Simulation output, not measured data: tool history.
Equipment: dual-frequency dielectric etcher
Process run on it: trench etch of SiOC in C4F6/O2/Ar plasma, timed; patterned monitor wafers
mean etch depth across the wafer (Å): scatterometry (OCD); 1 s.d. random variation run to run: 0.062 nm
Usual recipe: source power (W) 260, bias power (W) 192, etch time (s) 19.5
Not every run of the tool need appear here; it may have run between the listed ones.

| run | hour | source power (W) | bias power (W) | etch time (s) | wafers since the last listed run | hours since the last wet clean | hours since the last source power generator calibration | hours since the last bias power generator calibration | hours since the last upper electrode change | hours since the gauge calibration | read-back reference wafer on the same gauge, depth_nm | mean etch depth across the wafer (Å) |
|---|---|---|---|---|---|---|---|---|---|---|---|---|
| 1 | 0 | 260 | 192 | 19.5 | 0 | 244.7 | 2107.2 | 3129.1 | 3045.9 | 473.1 | 39.3 | 345.9 |
|  | 136.5 | wet clean of the chamber |
| 2 | 137 | 260 | 192 | 19.5 | 1097 | 0.5 | 2244.2 | 3266.1 | 3182.9 | 610.1 | 39.32 | 348.8 |
| 3 | 170.5 | 260 | 192 | 19.5 | 325 | 34 | 2277.7 | 3299.6 | 3216.4 | 643.6 | 39.28 | 348.5 |
| 4 | 227.3 | 300 | 163 | 19.5 | 551 | 90.8 | 2334.5 | 3356.4 | 3273.2 | 700.4 | 39.3 | 341.3 |
| 5 | 282.8 | 260 | 192 | 19.5 | 539 | 146.3 | 2390 | 3411.9 | 3328.7 | 755.9 | 39.3 | 346.3 |
| 6 | 314.1 | 260 | 192 | 19.5 | 304 | 177.6 | 2421.3 | 3443.2 | 3360 | 787.2 | 39.32 | 347.4 |
| 7 | 341.2 | 260 | 192 | 19.5 | 263 | 204.7 | 2448.4 | 3470.3 | 3387.1 | 814.3 | 39.3 | 345.1 |
| 8 | 369.1 | 260 | 192 | 19.5 | 271 | 232.6 | 2476.3 | 3498.2 | 3415 | 842.2 | 39.28 | 345 |
| 9 | 420.3 | 260 | 176 | 23.5 | 497 | 283.8 | 2527.5 | 3549.4 | 3466.2 | 893.4 | 39.31 | 402.7 |
|  | 457.7 | wet clean of the chamber |
|  | 470.9 | source power generator calibrated |
| 10 | 475.1 | 260 | 176 | 23.5 | 260 | 17.4 | 4.2 | 3604.2 | 3521 | 948.2 | 39.31 | 412.3 |
| 11 | 523.1 | 260 | 176 | 23.5 | 466 | 65.4 | 52.2 | 3652.2 | 3569 | 996.2 | 39.3 | 410.6 |
| 12 | 550.6 | 260 | 192 | 19.5 | 267 | 92.9 | 79.7 | 3679.7 | 3596.5 | 1023.7 | 39.3 | 351.6 |
|  | 563.3 | gauge calibrated |
| 13 | 614.5 | 200 | 192 | 19.5 | 620 | 156.8 | 143.6 | 3743.6 | 3660.4 | 51.2 | 39.29 | 324.3 |
| 14 | 682.4 | 260 | 226 | 24.5 | 659 | 224.7 | 211.5 | 3811.5 | 3728.3 | 119.1 | 39.34 | 464.5 |
|  | 759.3 | upper electrode replaced |
| 15 | 759.8 | 260 | 192 | 19.5 | 518 | 302.1 | 288.9 | 3888.9 | 0.5 | 196.5 | 39.31 | 346.1 |
|  | 788.2 | wet clean of the chamber |
| 16 | 803.5 | 260 | 164 | 19.5 | 191 | 15.3 | 332.6 | 3932.6 | 44.2 | 240.2 | 39.3 | 331.4 |
|  | 852.8 | bias power generator calibrated |
| 17 | 862.2 | 260 | 192 | 19.5 | 531 | 74 | 391.3 | 9.4 | 102.9 | 298.9 | 39.28 | 348.1 |
| 18 | 911.5 | 260 | 192 | 19.5 | 478 | 123.3 | 440.6 | 58.7 | 152.2 | 348.2 | 39.29 | 347.1 |
| 19 | 937.4 | 280 | 169 | 25 | 251 | 149.2 | 466.5 | 84.6 | 178.1 | 374.1 | 39.3 | 435.6 |
| 20 | 988.1 | 260 | 192 | 19.5 | 492 | 199.9 | 517.2 | 135.3 | 228.8 | 424.8 | 39.27 | 346.8 |
| 21 | 1051.6 | 260 | 171 | 15.5 | 616 | 263.4 | 580.7 | 198.8 | 292.3 | 488.3 | 39.3 | 264.2 |
|  | 1123.3 | wet clean of the chamber |
| 22 | 1187.6 | 260 | 206 | 21.5 | 1088 | 64.3 | 716.7 | 334.8 | 428.3 | 624.3 | 39.3 | 394.1 |
| 23 | 1231.2 | 260 | 192 | 16 | 423 | 107.9 | 760.3 | 378.4 | 471.9 | 667.9 | 39.3 | 285.3 |
| 24 | 1287.1 | 260 | 192 | 19.5 | 543 | 163.8 | 816.2 | 434.3 | 527.8 | 723.8 | 39.31 | 345.5 |
| 25 | 1332.3 | 260 | 223 | 25 | 439 | 209 | 861.4 | 479.5 | 573 | 769 | 39.28 | 466.6 |

For each entry between runs, how does the tool's hidden state at the last listed run before it compare with that at the first listed run after it?
Runs 1 to 2: wet clean of the chamber (hour 136.5)
  etch rate over this chamber's usual, %: -1.04 -> 0.126; source power that arrives over what is set, %: -3.94 -> -3.99
  difference, measured minus the result without the unlogged condition, mean etch depth across the wafer (Å): -7.8 -> -3.7
Runs 9 to 10: wet clean of the chamber (hour 457.7); source power generator calibrated (hour 470.9)
  etch rate over this chamber's usual, %: -0.973 -> -0.0391; source power that arrives over what is set, %: -4.07 -> 0.0179
  difference, measured minus the result without the unlogged condition, mean etch depth across the wafer (Å): -8.9 -> -0.1
Runs 12 to 13: gauge calibrated (hour 563.3)
  etch rate over this chamber's usual, %: -0.332 -> -0.58; source power that arrives over what is set, %: -0.483 -> -0.869
  difference, measured minus the result without the unlogged condition, mean etch depth across the wafer (Å): -1.7 -> -2.8
Runs 14 to 15: upper electrode replaced (hour 759.3)
  etch rate over this chamber's usual, %: -0.844 -> -1.14; source power that arrives over what is set, %: -1.24 -> -1.63
  difference, measured minus the result without the unlogged condition, mean etch depth across the wafer (Å): -5.6 -> -5.7
Runs 15 to 16: wet clean of the chamber (hour 788.2)
  etch rate over this chamber's usual, %: -1.14 -> -0.0685; source power that arrives over what is set, %: -1.63 -> -1.84
  difference, measured minus the result without the unlogged condition, mean etch depth across the wafer (Å): -5.7 -> -2.1
Runs 16 to 17: bias power generator calibrated (hour 852.8)
  etch rate over this chamber's usual, %: -0.0685 -> -0.296; source power that arrives over what is set, %: -1.84 -> -2.09
  difference, measured minus the result without the unlogged condition, mean etch depth across the wafer (Å): -2.1 -> -3.2
Runs 21 to 22: wet clean of the chamber (hour 1123.3)
  etch rate over this chamber's usual, %: -1.03 -> -0.0798; source power that arrives over what is set, %: -2.79 -> -3.19
  difference, measured minus the result without the unlogged condition, mean etch depth across the wafer (Å): -4.9 -> -4

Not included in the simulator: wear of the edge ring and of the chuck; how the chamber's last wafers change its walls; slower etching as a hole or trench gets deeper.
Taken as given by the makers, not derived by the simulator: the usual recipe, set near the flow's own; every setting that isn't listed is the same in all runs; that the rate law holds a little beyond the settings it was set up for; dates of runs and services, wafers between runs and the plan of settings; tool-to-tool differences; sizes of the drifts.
